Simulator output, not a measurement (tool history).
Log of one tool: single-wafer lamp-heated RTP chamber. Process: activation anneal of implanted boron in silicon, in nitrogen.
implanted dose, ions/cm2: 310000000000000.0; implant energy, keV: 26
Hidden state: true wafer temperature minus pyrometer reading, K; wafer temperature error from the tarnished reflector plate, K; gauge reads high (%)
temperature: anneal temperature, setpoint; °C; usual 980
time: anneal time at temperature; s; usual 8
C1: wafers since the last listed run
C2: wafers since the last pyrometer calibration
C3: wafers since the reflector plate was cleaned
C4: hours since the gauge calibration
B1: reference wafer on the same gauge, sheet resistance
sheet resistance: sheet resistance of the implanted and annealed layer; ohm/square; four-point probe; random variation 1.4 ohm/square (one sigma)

{"run": 1, "hour": 0.0, "temperature": 980, "time": 8, "C1": 0, "C2": 3160, "C3": 2442, "C4": 1085.8, "B1": 328.13, "sheet resistance": 316.54}
{"run": 2, "hour": 56.2, "temperature": 980, "time": 8, "C1": 924, "C2": 4085, "C3": 3366, "C4": 1142.0, "B1": 327.39, "sheet resistance": 316.16}
{"run": 3, "hour": 92.3, "temperature": 980, "time": 8, "C1": 594, "C2": 4679, "C3": 3961, "C4": 1178.1, "B1": 326.59, "sheet resistance": 315.15}
{"run": 4, "hour": 153.0, "temperature": 980, "time": 8, "C1": 998, "C2": 5678, "C3": 4959, "C4": 1238.8, "B1": 326.03, "sheet resistance": 316.43}
{"run": 5, "hour": 219.7, "temperature": 967, "time": 8, "C1": 1097, "C2": 6775, "C3": 6057, "C4": 1305.5, "B1": 325.5, "sheet resistance": 337.21}
{"hour": 292.7, "done": "pyrometer window cleaned and pyrometer calibrated"}
{"run": 6, "hour": 293.2, "temperature": 980, "time": 8, "C1": 1077, "C2": 7, "C3": 7135, "C4": 1379.0, "B1": 324.85, "sheet resistance": 314.96}
{"hour": 331.5, "done": "reflector plate cleaned"}
{"run": 7, "hour": 359.8, "temperature": 980, "time": 8, "C1": 964, "C2": 971, "C3": 465, "C4": 1445.6, "B1": 323.81, "sheet resistance": 314.88}
{"run": 8, "hour": 391.3, "temperature": 1001, "time": 8, "C1": 518, "C2": 1490, "C3": 983, "C4": 1477.1, "B1": 323.69, "sheet resistance": 295.79}
{"hour": 408.1, "done": "gauge calibrated"}
{"run": 9, "hour": 437.9, "temperature": 1001, "time": 8, "C1": 766, "C2": 2257, "C3": 1750, "C4": 29.8, "B1": 339.33, "sheet resistance": 311.49}
{"run": 10, "hour": 508.3, "temperature": 1001, "time": 8, "C1": 1158, "C2": 3415, "C3": 2909, "C4": 100.2, "B1": 339.23, "sheet resistance": 310.77}
{"run": 11, "hour": 568.3, "temperature": 980, "time": 12, "C1": 987, "C2": 4402, "C3": 3896, "C4": 160.2, "B1": 338.23, "sheet resistance": 323.81}
{"run": 12, "hour": 621.4, "temperature": 980, "time": 12, "C1": 873, "C2": 5276, "C3": 4770, "C4": 213.3, "B1": 337.46, "sheet resistance": 324.79}
{"run": 13, "hour": 687.2, "temperature": 980, "time": 12, "C1": 1082, "C2": 6359, "C3": 5853, "C4": 279.1, "B1": 336.41, "sheet resistance": 324.11}
{"run": 14, "hour": 759.2, "temperature": 980, "time": 8, "C1": 1184, "C2": 7544, "C3": 7037, "C4": 351.1, "B1": 336.14, "sheet resistance": 324.56}
{"hour": 789.1, "done": "reflector plate cleaned"}
{"run": 15, "hour": 818.9, "temperature": 1009, "time": 5, "C1": 850, "C2": 8395, "C3": 490, "C4": 410.8, "B1": 335.16, "sheet resistance": 303.38}
{"hour": 855.0, "done": "pyrometer window cleaned and pyrometer calibrated"}
{"run": 16, "hour": 855.5, "temperature": 992, "time": 10, "C1": 470, "C2": 8, "C3": 961, "C4": 447.4, "B1": 335.55, "sheet resistance": 309.95}
{"run": 17, "hour": 900.2, "temperature": 960, "time": 12, "C1": 735, "C2": 743, "C3": 1696, "C4": 492.1, "B1": 334.48, "sheet resistance": 362.89}
{"run": 18, "hour": 965.8, "temperature": 980, "time": 4, "C1": 1079, "C2": 1823, "C3": 2776, "C4": 557.7, "B1": 334.31, "sheet resistance": 329.48}
{"run": 19, "hour": 993.8, "temperature": 955, "time": 11, "C1": 460, "C2": 2283, "C3": 3237, "C4": 585.7, "B1": 333.82, "sheet resistance": 375.94}

The next listed run, before its measurement:
{"run": 20, "hour": 1034.1, "temperature": 980, "time": 8, "C1": 663, "C2": 2947, "C3": 3900, "C4": 626.0, "B1": "?", "sheet resistance": "?"}

{"run 20": {"B1": 333.69, "sheet resistance": 322.08}}
Without the tool's hidden state the same run would have given sheet resistance 327.36 ohm/square.

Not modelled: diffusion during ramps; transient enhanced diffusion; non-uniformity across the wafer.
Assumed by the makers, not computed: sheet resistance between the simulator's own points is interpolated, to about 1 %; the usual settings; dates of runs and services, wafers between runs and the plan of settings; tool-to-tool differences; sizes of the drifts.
